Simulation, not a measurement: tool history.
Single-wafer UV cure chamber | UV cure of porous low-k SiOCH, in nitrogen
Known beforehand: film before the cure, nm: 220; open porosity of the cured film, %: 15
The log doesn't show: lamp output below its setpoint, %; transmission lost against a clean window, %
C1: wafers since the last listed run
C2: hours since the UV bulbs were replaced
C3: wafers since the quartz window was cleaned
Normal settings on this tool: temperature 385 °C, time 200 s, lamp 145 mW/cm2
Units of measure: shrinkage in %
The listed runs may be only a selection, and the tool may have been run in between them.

run 1 hour=0 | temperature=385 time=200 lamp=145 | C1=0 C2=1480.6 C3=861 | shrinkage=12.403
run 2 hour=43.5 | temperature=385 time=225 lamp=145 | C1=155 C2=1524.1 C3=1016 | shrinkage=13.408
run 3 hour=74.1 | temperature=385 time=200 lamp=115 | C1=109 C2=1554.7 C3=1125 | shrinkage=11.775
run 4 hour=111.1 | temperature=385 time=200 lamp=115 | C1=132 C2=1591.7 C3=1257 | shrinkage=11.534
run 5 hour=145.9 | temperature=385 time=200 lamp=115 | C1=124 C2=1626.5 C3=1382 | shrinkage=11.656
run 6 hour=176.5 | temperature=394 time=200 lamp=145 | C1=109 C2=1657.1 C3=1491 | shrinkage=12.408
run 7 hour=212.8 | temperature=385 time=200 lamp=145 | C1=129 C2=1693.4 C3=1621 | shrinkage=12.724
-- hour=257.3 UV bulbs replaced
run 8 hour=260.2 | temperature=385 time=125 lamp=145 | C1=140 C2=2.9 C3=1761 | shrinkage=10.54
-- hour=309.2 quartz window cleaned
run 9 hour=326.3 | temperature=392 time=165 lamp=133 | C1=207 C2=69 C3=61 | shrinkage=11.499
run 10 hour=396.2 | temperature=385 time=295 lamp=180 | C1=249 C2=138.9 C3=310 | shrinkage=15.117
run 11 hour=463.2 | temperature=385 time=200 lamp=145 | C1=239 C2=205.9 C3=550 | shrinkage=12.457
run 12 hour=517.9 | temperature=385 time=200 lamp=166 | C1=195 C2=260.6 C3=745 | shrinkage=13.249
run 13 hour=548.8 | temperature=385 time=200 lamp=145 | C1=110 C2=291.5 C3=855 | shrinkage=12.717
run 14 hour=612 | temperature=402 time=200 lamp=124 | C1=225 C2=354.7 C3=1081 | shrinkage=11.96

3 options for the next run, each taken on its own from the tool as it stands now. Forecast them:
run A hour=612.5 | temperature=385 time=200 lamp=165 | C1=1 C2=355.2 C3=1083 | shrinkage=?
run B hour=612.5 | temperature=385 time=300 lamp=145 | C1=1 C2=355.2 C3=1083 | shrinkage=?
run C hour=612.5 | temperature=393 time=280 lamp=125 | C1=1 C2=355.2 C3=1083 | shrinkage=?

run=A shrinkage=13.144
run=B shrinkage=14.471
run=C shrinkage=13.577
Take away the tool's hidden state, keep each run's random variation, and the runs would have read:
run=A shrinkage=13.144
run=B shrinkage=14.471
run=C shrinkage=13.577
